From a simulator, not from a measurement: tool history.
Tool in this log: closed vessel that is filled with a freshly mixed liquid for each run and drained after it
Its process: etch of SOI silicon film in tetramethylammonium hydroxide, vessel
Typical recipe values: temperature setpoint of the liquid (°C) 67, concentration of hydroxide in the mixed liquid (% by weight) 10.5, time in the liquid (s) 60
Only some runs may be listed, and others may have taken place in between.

run   hour  temperature setpoint of the liquid (°C)  concentration of hydroxide in the mixed liquid (% by weight)  time in the liquid (s)  read-back film thickness of the SOI silicon film reference wafer, read on the same gauge (nm)  thickness taken off the SOI silicon film on a monitor wafer (angstrom)
  1      0                                       67                                                            12                      35                                                                                            100                                                                  2120.6
  2    8.8                                       67                                                          10.5                      60                                                                                            100                                                                  3825.6
  3   21.4                                       67                                                          10.5                      60                                                                                            100                                                                  3847.7
  4   35.8                                       67                                                          10.5                      60                                                                                            100                                                                  3806.2
  5   48.2                                       67                                                          10.5                      60                                                                                          99.99                                                                  3837.8
  6   56.5                                       67                                                          10.5                      60                                                                                         100.02                                                                  3848.2
  7   67.1                                       67                                                          10.5                      60                                                                                         100.02                                                                    3849
  8     76                                       67                                                          10.5                      60                                                                                          99.99                                                                  3825.5
  9   87.2                                     68.5                                                          11.5                      60                                                                                            100                                                                  4066.3
 10   93.6                                     68.5                                                          11.5                      60                                                                                          99.98                                                                  4064.1
 11  104.4                                       67                                                            12                      80                                                                                          99.98                                                                  4843.4
 12    118                                       67                                                            13                      60                                                                                            100                                                                  3882.3
 13  151.8                                       74                                                           7.5                      30                                                                                            100                                                                  3539.4
 14  159.7                                     60.5                                                          10.5                      75                                                                                         100.02                                                                  2948.4
 15  168.4                                     69.5                                                          12.5                      85                                                                                         100.02                                                                  5356.2
 16  175.4                                     60.5                                                            12                      40                                                                                         100.01                                                                  1495.1
 17  200.1                                       67                                                            12                      90                                                                                            100                                                                  5012.8
 18  207.8                                       67                                                          10.5                      60                                                                                          99.99                                                                  3485.3
 19  219.7                                     70.5                                                          10.5                      60                                                                                         100.01                                                                  4347.1
 20  233.9                                       67                                                          10.5                      60                                                                                            100                                                                  3517.5
 21  247.3                                     62.5                                                          10.5                      60                                                                                         100.02                                                                  2671.8
 22  259.7                                     74.5                                                           9.5                      75                                                                                         100.01                                                                  7026.1
 23  270.5                                       67                                                          10.5                      80                                                                                         100.03                                                                  4654.6

The log once held 4 entries between its listed runs, left out of this copy. Where does each go, and what is different about the tool's unlogged condition between the listed run before it and the listed run after it?
From run 11 to run 12: thermometer replaced (hour 117.5)
  liquid hotter than its thermometer reads (K): 1.7 -> 3.23
  measured result minus the result with no hidden state, thickness taken off the SOI silicon film on a monitor wafer (angstrom): +465.6 -> +675.5
From run 12 to run 13: hydroxide flow meter replaced (hour 123.2); gauge calibrated (hour 124.4)
  liquid hotter than its thermometer reads (K): 3.23 -> 3.25
  measured result minus the result with no hidden state, thickness taken off the SOI silicon film on a monitor wafer (angstrom): +675.5 -> +596.9
From run 13 to run 14: thermometer replaced, repeated, since the last time left the tool worse (hour 156.3)
  liquid hotter than its thermometer reads (K): 3.25 -> 0.115
  measured result minus the result with no hidden state, thickness taken off the SOI silicon film on a monitor wafer (angstrom): +596.9 -> +21.8
